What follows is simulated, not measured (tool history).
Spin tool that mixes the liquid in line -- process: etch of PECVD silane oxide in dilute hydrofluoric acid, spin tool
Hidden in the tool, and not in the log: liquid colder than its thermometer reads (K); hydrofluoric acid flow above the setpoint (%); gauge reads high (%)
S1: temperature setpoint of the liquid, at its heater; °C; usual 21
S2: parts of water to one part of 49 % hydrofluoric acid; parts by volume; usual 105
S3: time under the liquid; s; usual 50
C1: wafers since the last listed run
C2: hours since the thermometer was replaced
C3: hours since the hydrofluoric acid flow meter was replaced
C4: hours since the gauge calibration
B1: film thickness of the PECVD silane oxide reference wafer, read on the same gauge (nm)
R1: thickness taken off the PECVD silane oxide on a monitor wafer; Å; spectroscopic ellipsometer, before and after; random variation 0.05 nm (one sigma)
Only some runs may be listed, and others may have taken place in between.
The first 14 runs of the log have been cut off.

| run | hour | S1 | S2 | S3 | C1 | C2 | C3 | C4 | B1 | R1 |
|---|---|---|---|---|---|---|---|---|---|---|
| 15 | 447.4 | 21 | 125 | 65 | 298 | 134.4 | 146.9 | 352.1 | 140.03 | 74.3 |
| 16 | 474.2 | 23.5 | 105 | 75 | 357 | 161.2 | 173.7 | 378.9 | 140.02 | 116.1 |
| 17 | 504.8 | 23.5 | 120 | 40 | 408 | 191.8 | 204.3 | 409.5 | 139.99 | 52.5 |
| 18 | 528.1 | 17 | 85 | 40 | 310 | 215.1 | 227.6 | 432.8 | 139.99 | 59.4 |
| 19 | 544.3 | 17 | 135 | 70 | 216 | 231.3 | 243.8 | 449 | 140.01 | 62.1 |
| 20 | 556.5 | 24 | 105 | 50 | 162 | 243.5 | 256 | 461.2 | 139.98 | 79.5 |
| 21 | 584.4 | 25.5 | 150 | 50 | 372 | 271.4 | 283.9 | 489.1 | 140 | 54.9 |
| 22 | 616.6 | 24 | 65 | 60 | 429 | 303.6 | 316.1 | 521.3 | 139.98 | 162 |
| 23 | 630.8 | 21 | 105 | 50 | 189 | 317.8 | 330.3 | 535.5 | 140.04 | 70 |
| 24 | 657.3 | 21 | 105 | 30 | 353 | 344.3 | 356.8 | 562 | 139.99 | 41.8 |
| 25 | 669.6 | 19 | 105 | 35 | 164 | 356.6 | 369.1 | 574.3 | 140.03 | 45.3 |
| 26 | 686.1 | 21 | 105 | 50 | 220 | 373.1 | 385.6 | 590.8 | 140 | 70.9 |
| 27 | 707.2 | 21 | 105 | 50 | 281 | 394.2 | 406.7 | 611.9 | 140 | 70.7 |
| 28 | 721.5 | 22.5 | 105 | 65 | 190 | 408.5 | 421 | 626.2 | 140.01 | 96.7 |
| 29 | 736.9 | 21 | 135 | 50 | 205 | 423.9 | 436.4 | 641.6 | 139.97 | 53 |
| 30 | 758 | 21 | 90 | 50 | 281 | 445 | 457.5 | 662.7 | 140.01 | 84.4 |
| 31 | 783.2 | 21 | 105 | 50 | 336 | 470.2 | 482.7 | 687.9 | 140.01 | 70.6 |
| 32 | 813.3 | 24.5 | 75 | 50 | 401 | 500.3 | 512.8 | 718 | 140.05 | 116.7 |

Predict each of these 5 candidate next runs independently; none follows another, all start after run 32:
| A | 813.7 | 21 | 105 | 50 | 5 | 500.7 | 513.2 | 718.4 | ? | ? |
| B | 813.7 | 21 | 155 | 70 | 5 | 500.7 | 513.2 | 718.4 | ? | ? |
| C | 813.7 | 18 | 80 | 70 | 5 | 500.7 | 513.2 | 718.4 | ? | ? |
| D | 813.7 | 21 | 105 | 75 | 5 | 500.7 | 513.2 | 718.4 | ? | ? |
| E | 813.7 | 21 | 130 | 60 | 5 | 500.7 | 513.2 | 718.4 | ? | ? |

| run | B1 | R1 |
|---|---|---|
| A | 140.02 | 70.4 |
| B | 140.02 | 63.3 |
| C | 140.02 | 117.4 |
| D | 140.02 | 105.6 |
| E | 140.02 | 66.4 |
Stripped of hidden state, with their random variation kept, the same runs would have yielded:
| run | R1 |
|---|---|
| A | 68.7 |
| B | 61.7 |
| C | 114.7 |
| D | 103.1 |
| E | 64.8 |
